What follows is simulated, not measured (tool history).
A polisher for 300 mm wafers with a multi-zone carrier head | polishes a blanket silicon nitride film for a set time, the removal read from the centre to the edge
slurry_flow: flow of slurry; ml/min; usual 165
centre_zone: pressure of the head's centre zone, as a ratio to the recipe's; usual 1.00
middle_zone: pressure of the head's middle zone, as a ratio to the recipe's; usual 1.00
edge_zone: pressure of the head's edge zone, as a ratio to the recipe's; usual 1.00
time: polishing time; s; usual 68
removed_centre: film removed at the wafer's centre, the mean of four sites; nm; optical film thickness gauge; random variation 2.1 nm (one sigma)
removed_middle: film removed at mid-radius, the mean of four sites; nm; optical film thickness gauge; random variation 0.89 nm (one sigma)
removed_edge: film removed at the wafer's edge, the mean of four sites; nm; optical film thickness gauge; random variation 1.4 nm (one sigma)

| run | day | slurry_flow | centre_zone | middle_zone | edge_zone | time | incoming thickness of the incoming film, nm | removed_centre | removed_middle | removed_edge |
|---|---|---|---|---|---|---|---|---|---|---|
| 1 | 0.000 | 165 | 1.00 | 1.00 | 1.00 | 68 | 857.7 | 124.5 | 137.8 | 141.5 |
| 2 | 0.583 | 165 | 1.08 | 1.00 | 1.00 | 68 | 859.7 | 138.6 | 139.0 | 140.4 |
| 3 | 1.942 | 165 | 1.08 | 1.00 | 1.00 | 68 | 848.6 | 135.2 | 137.6 | 140.5 |
| 4 | 2.838 | 165 | 1.00 | 1.00 | 0.97 | 68 | 843.4 | 127.7 | 139.5 | 138.8 |
| 5 | 3.958 | 165 | 1.00 | 1.00 | 0.97 | 68 | 855.3 | 123.8 | 139.6 | 139.5 |
| 6 | 4.500 | 165 | 1.00 | 1.00 | 1.00 | 68 | 835.7 | 126.5 | 138.9 | 142.5 |
| 7 | 5.942 | 165 | 1.00 | 1.00 | 1.00 | 68 | 849.6 | 124.5 | 137.6 | 140.3 |
| 8 | 7.417 | 165 | 1.00 | 1.00 | 1.00 | 68 | 848.8 | 127.2 | 137.4 | 139.9 |
| 9 | 7.958 | 165 | 1.00 | 1.00 | 1.00 | 68 | 845.1 | 119.9 | 138.6 | 141.9 |
| 10 | 9.146 | 165 | 1.00 | 1.00 | 1.00 | 68 | 859.5 | 137.2 | 138.6 | 140.7 |
| 11 | 9.554 | 165 | 1.00 | 1.00 | 1.00 | 68 | 852.3 | 135.8 | 140.6 | 142.2 |
| 12 | 10.608 | 165 | 1.00 | 1.08 | 1.00 | 68 | 855.6 | 138.2 | 147.8 | 141.1 |
| 13 | 11.683 | 165 | 1.00 | 1.00 | 1.00 | 76 | 837.9 | 148.6 | 155.8 | 155.0 |
| 14 | 13.033 | 165 | 1.00 | 1.00 | 1.00 | 68 | 836.9 | 132.6 | 138.5 | 143.1 |
| 15 | 14.296 | 165 | 1.00 | 1.00 | 1.00 | 68 | 839.9 | 138.0 | 139.0 | 140.2 |
| 16 | 15.458 | 215 | 1.00 | 1.11 | 1.00 | 68 | 852.3 | 141.8 | 159.6 | 141.5 |
| 17 | 16.104 | 135 | 1.00 | 0.91 | 1.00 | 90 | 853.6 | 173.8 | 163.9 | 177.9 |
| 18 | 17.304 | 165 | 1.00 | 1.00 | 1.00 | 68 | 843.1 | 131.8 | 137.8 | 140.2 |
| 19 | 18.729 | 165 | 0.94 | 0.93 | 1.00 | 58 | 834.2 | 106.0 | 111.5 | 120.3 |
| 20 | 19.642 | 165 | 1.09 | 1.06 | 1.00 | 51 | 845.8 | 111.3 | 108.1 | 106.4 |
| 21 | 20.704 | 110 | 1.00 | 1.00 | 1.06 | 68 | 851.4 | 124.0 | 124.9 | 133.9 |
| 22 | 21.825 | 140 | 1.00 | 1.00 | 0.97 | 68 | 847.6 | 125.8 | 134.1 | 132.8 |

Taken out of this log: 9 entries between the listed runs. Where each belongs, and how the hidden state differs across it:
Between runs 3 and 4: worn pad replaced by a new one (day 2.604)
  deviation of the centre zone's pressure from its setpoint, %: -10.4 -> -10.6
  measured less the result without the state, removed_centre: -15.7 -> -15.3 nm
Between runs 4 and 5: edge zone pressure recalibrated (day 3.404)
  deviation of the centre zone's pressure from its setpoint, %: -10.6 -> -10.9
  measured less the result without the state, removed_centre: -15.3 -> -15.2 nm
Between runs 7 and 8: slurry nozzle cleaned (day 7.250)
  deviation of the centre zone's pressure from its setpoint, %: -11.3 -> -11.6
  measured less the result without the state, removed_centre: -16.1 -> -16.9 nm
Between runs 8 and 9: worn pad replaced by a new one (day 7.792)
  deviation of the centre zone's pressure from its setpoint, %: -11.6 -> -11.8
  measured less the result without the state, removed_centre: -16.9 -> -16.2 nm
Between runs 9 and 10: centre zone pressure recalibrated (day 8.088); carrier head's membrane replaced by a new one (day 9.125)
  deviation of the centre zone's pressure from its setpoint, %: -11.8 -> -2.04
  measured less the result without the state, removed_centre: -16.2 -> -2.9 nm
Between runs 13 and 14: worn pad replaced by a new one (day 12.717)
  deviation of the centre zone's pressure from its setpoint, %: -2.62 -> -2.92
  measured less the result without the state, removed_centre: -4.1 -> -4.1 nm
Between runs 18 and 19: slurry nozzle cleaned (day 17.471)
  deviation of the centre zone's pressure from its setpoint, %: -3.89 -> -4.22
  measured less the result without the state, removed_centre: -5.4 -> -4.8 nm
Between runs 19 and 20: worn pad replaced by a new one (day 18.950)
  deviation of the centre zone's pressure from its setpoint, %: -4.22 -> -4.43
  measured less the result without the state, removed_centre: -4.8 -> -5.2 nm

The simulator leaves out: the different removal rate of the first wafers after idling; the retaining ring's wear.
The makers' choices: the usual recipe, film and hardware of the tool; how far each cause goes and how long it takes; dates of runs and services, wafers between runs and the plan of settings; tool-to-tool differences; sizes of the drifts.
